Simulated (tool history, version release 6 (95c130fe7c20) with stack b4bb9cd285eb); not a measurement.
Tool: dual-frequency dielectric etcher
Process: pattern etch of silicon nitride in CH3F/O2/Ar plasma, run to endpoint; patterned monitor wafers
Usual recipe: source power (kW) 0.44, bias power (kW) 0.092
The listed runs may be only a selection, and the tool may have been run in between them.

| run | hour | source power (kW) | bias power (kW) | incoming incoming film thickness, nm | endpoint time (s) |
|---|---|---|---|---|---|
| 1 | 0 | 0.41 | 0.092 | 53.3 | 61.9 |
| 2 | 39.8 | 0.41 | 0.092 | 54.4 | 63.2 |
| 3 | 96.6 | 0.44 | 0.092 | 53.8 | 59.5 |
| 4 | 158.1 | 0.44 | 0.092 | 54.3 | 59.9 |
|  | 212.3 | wet clean of the chamber |
| 5 | 217.1 | 0.44 | 0.092 | 54 | 59.8 |
| 6 | 278.7 | 0.44 | 0.108 | 53.9 | 57.7 |
| 7 | 378.4 | 0.44 | 0.092 | 54 | 59.7 |
| 8 | 461.6 | 0.44 | 0.092 | 53.6 | 59.6 |
| 9 | 529.7 | 0.44 | 0.101 | 53.8 | 58.2 |
|  | 558.5 | source power generator calibrated |
| 10 | 608.4 | 0.44 | 0.101 | 53.7 | 59.9 |
|  | 716.5 | wet clean of the chamber |
| 11 | 717 | 0.44 | 0.101 | 54.2 | 60.8 |
|  | 741.4 | upper electrode replaced |
|  | 791.7 | bias power generator calibrated |
| 12 | 799.1 | 0.37 | 0.092 | 54 | 68 |
| 13 | 871.1 | 0.5 | 0.099 | 53.4 | 55 |
| 14 | 963.3 | 0.4 | 0.101 | 54.1 | 63.5 |
| 15 | 1008.8 | 0.36 | 0.092 | 53.7 | 68.9 |
| 16 | 1092.1 | 0.44 | 0.092 | 54.2 | 61 |
| 17 | 1151.8 | 0.38 | 0.078 | 54.2 | 69.6 |
| 18 | 1212.5 | 0.44 | 0.1 | 54.3 | 60.2 |
|  | 1280.1 | wet clean of the chamber |
| 19 | 1316.6 | 0.51 | 0.092 | 53.3 | 55.2 |
| 20 | 1411.6 | 0.44 | 0.092 | 54.4 | 61.5 |
| 21 | 1495.7 | 0.53 | 0.11 | 54.2 | 53 |

What does the tool deliver on the next run?
| 22 | 1576.9 | 0.44 | 0.092 | 54.2 | ? |

{"run 22": {"endpoint time (s)": 61.3}}
On a tool with no hidden condition, and with the same random variation, this run would have come out at endpoint time (s) 61.2.

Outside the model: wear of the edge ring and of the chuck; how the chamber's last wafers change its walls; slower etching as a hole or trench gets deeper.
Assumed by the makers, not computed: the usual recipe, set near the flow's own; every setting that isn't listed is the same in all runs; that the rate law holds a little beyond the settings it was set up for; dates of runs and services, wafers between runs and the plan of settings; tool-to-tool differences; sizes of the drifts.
